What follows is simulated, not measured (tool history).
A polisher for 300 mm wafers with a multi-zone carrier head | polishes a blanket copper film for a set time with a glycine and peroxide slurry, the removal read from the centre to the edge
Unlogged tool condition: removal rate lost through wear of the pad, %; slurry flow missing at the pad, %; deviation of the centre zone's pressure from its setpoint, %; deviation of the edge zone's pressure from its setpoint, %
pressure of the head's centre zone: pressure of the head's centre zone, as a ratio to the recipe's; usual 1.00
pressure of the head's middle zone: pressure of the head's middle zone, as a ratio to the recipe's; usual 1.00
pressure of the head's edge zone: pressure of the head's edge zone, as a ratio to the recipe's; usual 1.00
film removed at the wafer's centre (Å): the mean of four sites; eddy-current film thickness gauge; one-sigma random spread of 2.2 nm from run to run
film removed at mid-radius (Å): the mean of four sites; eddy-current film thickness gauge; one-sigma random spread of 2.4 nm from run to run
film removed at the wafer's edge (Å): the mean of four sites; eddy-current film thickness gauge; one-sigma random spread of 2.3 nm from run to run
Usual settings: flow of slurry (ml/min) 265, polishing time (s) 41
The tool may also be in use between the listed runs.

| run | day | flow of slurry (ml/min) | pressure of the head's centre zone | pressure of the head's middle zone | pressure of the head's edge zone | polishing time (s) | wafers since the last listed run | wafers polished on this pad | hours since the slurry nozzle was cleaned | hours since the centre zone pressure was calibrated | hours since the edge zone pressure was calibrated | hours since the carrier head's membrane was replaced | incoming thickness of the incoming film, nm | film removed at the wafer's centre (Å) | film removed at mid-radius (Å) | film removed at the wafer's edge (Å) |
|---|---|---|---|---|---|---|---|---|---|---|---|---|---|---|---|---|
| 1 | 0.000 | 265 | 1.00 | 1.00 | 1.00 | 51 | 0 | 85 | 508.7 | 839.6 | 967.1 | 551.6 | 1974.6 | 1951 | 2268 | 2193 |
| 2 | 1.042 | 265 | 1.00 | 1.00 | 1.00 | 51 | 317 | 403 | 533.7 | 864.6 | 992.1 | 576.6 | 1996.1 | 1941 | 2287 | 2200 |
| 3 | 1.779 | 265 | 1.00 | 1.00 | 1.00 | 41 | 224 | 627 | 551.4 | 882.3 | 1009.8 | 594.3 | 1945.0 | 1547 | 1770 | 1745 |
| 4 | 3.067 | 265 | 1.00 | 1.00 | 1.00 | 41 | 392 | 1019 | 582.3 | 913.2 | 1040.7 | 625.2 | 1973.8 | 1459 | 1716 | 1650 |
| 5 | 4.158 | 265 | 1.00 | 1.00 | 1.00 | 41 | 332 | 1352 | 608.5 | 939.4 | 1066.9 | 651.4 | 1976.7 | 1414 | 1600 | 1563 |
|  | 4.650 | worn pad replaced by a new one |
| 6 | 5.033 | 265 | 1.05 | 1.00 | 1.08 | 41 | 215 | 116 | 629.5 | 960.4 | 1087.9 | 672.4 | 1981.2 | 1660 | 1848 | 1846 |
| 7 | 5.942 | 265 | 1.00 | 1.00 | 1.00 | 41 | 276 | 392 | 651.3 | 982.2 | 1109.7 | 694.2 | 1963.4 | 1547 | 1838 | 1758 |
|  | 6.512 | centre zone pressure recalibrated |
| 8 | 7.412 | 265 | 1.00 | 1.00 | 1.00 | 41 | 422 | 815 | 686.6 | 21.6 | 1145.0 | 729.5 | 1982.8 | 1737 | 1776 | 1717 |
|  | 8.733 | worn pad replaced by a new one |
| 9 | 8.754 | 265 | 1.00 | 1.00 | 1.00 | 41 | 357 | 6 | 718.8 | 53.8 | 1177.2 | 761.7 | 1948.2 | 1826 | 1816 | 1799 |
|  | 9.117 | carrier head's membrane replaced by a new one |
|  | 9.133 | slurry nozzle cleaned |
| 10 | 9.529 | 265 | 1.00 | 1.00 | 1.00 | 41 | 167 | 173 | 9.5 | 72.4 | 1195.8 | 9.9 | 1952.2 | 1744 | 1837 | 1777 |
| 11 | 10.642 | 205 | 1.09 | 1.00 | 1.09 | 41 | 338 | 512 | 36.2 | 99.1 | 1222.5 | 36.6 | 1996.0 | 1789 | 1710 | 1785 |
|  | 11.383 | edge zone pressure recalibrated |
| 12 | 11.654 | 265 | 1.00 | 1.00 | 1.00 | 41 | 282 | 795 | 60.5 | 123.4 | 6.5 | 60.9 | 1972.4 | 1640 | 1727 | 1708 |
|  | 12.554 | worn pad replaced by a new one |
| 13 | 12.846 | 185 | 1.08 | 1.11 | 1.04 | 41 | 312 | 89 | 89.1 | 152.0 | 35.1 | 89.5 | 1944.4 | 1741 | 1860 | 1763 |
| 14 | 13.450 | 265 | 1.00 | 1.00 | 0.89 | 41 | 183 | 273 | 103.6 | 166.5 | 49.6 | 104.0 | 2004.5 | 1732 | 1827 | 1672 |
| 15 | 14.442 | 265 | 1.00 | 1.09 | 1.00 | 41 | 301 | 574 | 127.4 | 190.3 | 73.4 | 127.8 | 1977.2 | 1662 | 1898 | 1716 |
| 16 | 15.571 | 210 | 1.00 | 1.00 | 1.00 | 41 | 343 | 918 | 154.5 | 217.4 | 100.5 | 154.9 | 2012.2 | 1549 | 1653 | 1682 |
| 17 | 16.300 | 225 | 0.92 | 1.00 | 1.07 | 29 | 222 | 1140 | 172.0 | 234.9 | 118.0 | 172.4 | 1967.2 | 979 | 1152 | 1170 |
|  | 16.712 | worn pad replaced by a new one |
| 18 | 17.338 | 265 | 1.00 | 0.92 | 1.00 | 41 | 265 | 190 | 196.9 | 259.8 | 142.9 | 197.3 | 1964.6 | 1701 | 1728 | 1807 |
| 19 | 17.983 | 265 | 1.00 | 1.00 | 1.00 | 41 | 196 | 386 | 212.4 | 275.3 | 158.4 | 212.8 | 1982.9 | 1697 | 1809 | 1773 |
| 20 | 19.262 | 265 | 1.07 | 1.00 | 1.00 | 41 | 389 | 776 | 243.1 | 306.0 | 189.1 | 243.5 | 1958.0 | 1720 | 1778 | 1741 |
| 21 | 20.325 | 265 | 1.05 | 1.00 | 1.00 | 41 | 323 | 1099 | 268.6 | 331.5 | 214.6 | 269.0 | 1979.0 | 1596 | 1677 | 1657 |
|  | 21.000 | worn pad replaced by a new one |
| 22 | 21.675 | 325 | 1.00 | 0.90 | 1.00 | 45 | 360 | 205 | 301.0 | 363.9 | 247.0 | 301.4 | 1971.6 | 1821 | 1838 | 1949 |

For each run, the measured value with the value that run would have given without the tool's hidden condition subtracted. The run-to-run variation is shared by both, the gauge scatter possibly not:
| run | film removed at the wafer's centre (Å) | film removed at mid-radius (Å) | film removed at the wafer's edge (Å) |
|---|---|---|---|
| 1 | -299 | -24 | -24 |
| 2 | -322 | -48 | -47 |
| 3 | -286 | -66 | -65 |
| 4 | -350 | -145 | -140 |
| 5 | -445 | -237 | -232 |
| 6 | -248 | -7 | -8 |
| 7 | -250 | -24 | -24 |
| 8 | -103 | -92 | -89 |
| 9 | -33 | -1 | -1 |
| 10 | -49 | -8 | -7 |
| 11 | -99 | -39 | -40 |
| 12 | -157 | -94 | -93 |
| 13 | -114 | -34 | -32 |
| 14 | -128 | -41 | -38 |
| 15 | -163 | -76 | -69 |
| 16 | -224 | -129 | -131 |
| 17 | -183 | -130 | -133 |
| 18 | -125 | -5 | -5 |
| 19 | -144 | -18 | -18 |
| 20 | -212 | -73 | -72 |
| 21 | -281 | -143 | -143 |
| 22 | -222 | -55 | -59 |
